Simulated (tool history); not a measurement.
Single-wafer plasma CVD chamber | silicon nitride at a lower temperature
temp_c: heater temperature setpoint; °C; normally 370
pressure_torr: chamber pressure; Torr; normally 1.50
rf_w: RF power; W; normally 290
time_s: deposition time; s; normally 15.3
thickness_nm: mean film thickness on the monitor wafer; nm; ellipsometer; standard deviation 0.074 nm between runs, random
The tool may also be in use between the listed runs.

| run | hour | temp_c | pressure_torr | rf_w | time_s | read-back reference wafer on the same gauge, thickness_nm | thickness_nm |
|---|---|---|---|---|---|---|---|
| 1 | 0.0 | 359 | 1.50 | 290 | 15.3 | 18.403 | 18.667 |
| 2 | 22.7 | 370 | 1.68 | 290 | 15.3 | 18.416 | 19.126 |
|  | 36.0 | showerhead replaced |
|  | 39.8 | gauge calibrated |
| 3 | 50.2 | 370 | 1.68 | 290 | 15.3 | 18.392 | 19.121 |
| 4 | 63.3 | 370 | 1.68 | 290 | 15.3 | 18.416 | 19.145 |
| 5 | 85.4 | 370 | 1.50 | 290 | 15.3 | 18.381 | 18.572 |
| 6 | 102.1 | 370 | 1.50 | 290 | 15.3 | 18.381 | 18.475 |
| 7 | 120.5 | 370 | 1.69 | 275 | 15.3 | 18.384 | 18.676 |
| 8 | 141.9 | 370 | 1.69 | 275 | 15.3 | 18.418 | 18.587 |
|  | 167.6 | thermocouple changed; heater temperature recalibrated |
| 9 | 168.1 | 370 | 1.50 | 290 | 15.3 | 18.393 | 18.482 |
| 10 | 182.6 | 370 | 1.50 | 290 | 13.3 | 18.407 | 16.001 |
| 11 | 199.5 | 370 | 1.50 | 290 | 15.3 | 18.393 | 18.540 |
| 12 | 227.5 | 357 | 1.50 | 335 | 16.7 | 18.389 | 22.052 |
| 13 | 240.2 | 384 | 1.50 | 260 | 15.3 | 18.405 | 17.216 |
| 14 | 253.9 | 370 | 1.50 | 290 | 15.3 | 18.439 | 18.369 |
| 15 | 284.1 | 379 | 1.15 | 330 | 16.6 | 18.390 | 20.306 |
| 16 | 297.6 | 360 | 1.85 | 340 | 13.7 | 18.439 | 19.297 |
| 17 | 316.3 | 370 | 1.66 | 330 | 17.7 | 18.408 | 23.565 |
| 18 | 370.9 | 364 | 1.50 | 290 | 15.3 | 18.398 | 18.420 |
| 19 | 383.5 | 370 | 1.50 | 290 | 15.3 | 18.368 | 18.478 |
| 20 | 413.7 | 383 | 1.21 | 255 | 14.1 | 18.427 | 14.748 |
| 21 | 430.8 | 370 | 1.74 | 290 | 15.3 | 18.404 | 19.091 |
| 22 | 451.4 | 358 | 1.39 | 290 | 15.3 | 18.377 | 18.202 |
| 23 | 467.0 | 377 | 1.83 | 240 | 17.9 | 18.408 | 20.023 |
| 24 | 493.5 | 362 | 1.30 | 315 | 13.4 | 18.411 | 16.301 |
| 25 | 506.0 | 370 | 1.50 | 290 | 15.3 | 18.390 | 18.312 |
| 26 | 531.2 | 379 | 1.35 | 290 | 13.8 | 18.401 | 16.057 |
| 27 | 543.8 | 375 | 1.73 | 345 | 17.5 | 18.373 | 24.010 |
| 28 | 572.5 | 370 | 1.68 | 290 | 15.3 | 18.396 | 18.930 |

For run 29, what comes out?
| 29 | 608.0 | 370 | 1.50 | 325 | 14.0 | ? | ? |

read-back reference wafer on the same gauge, thickness_nm: 18.375
thickness_nm: 17.787 nm
Take away the tool's hidden state, keep the run-to-run variation as it was, and the same run would have given thickness_nm 18.181 nm.
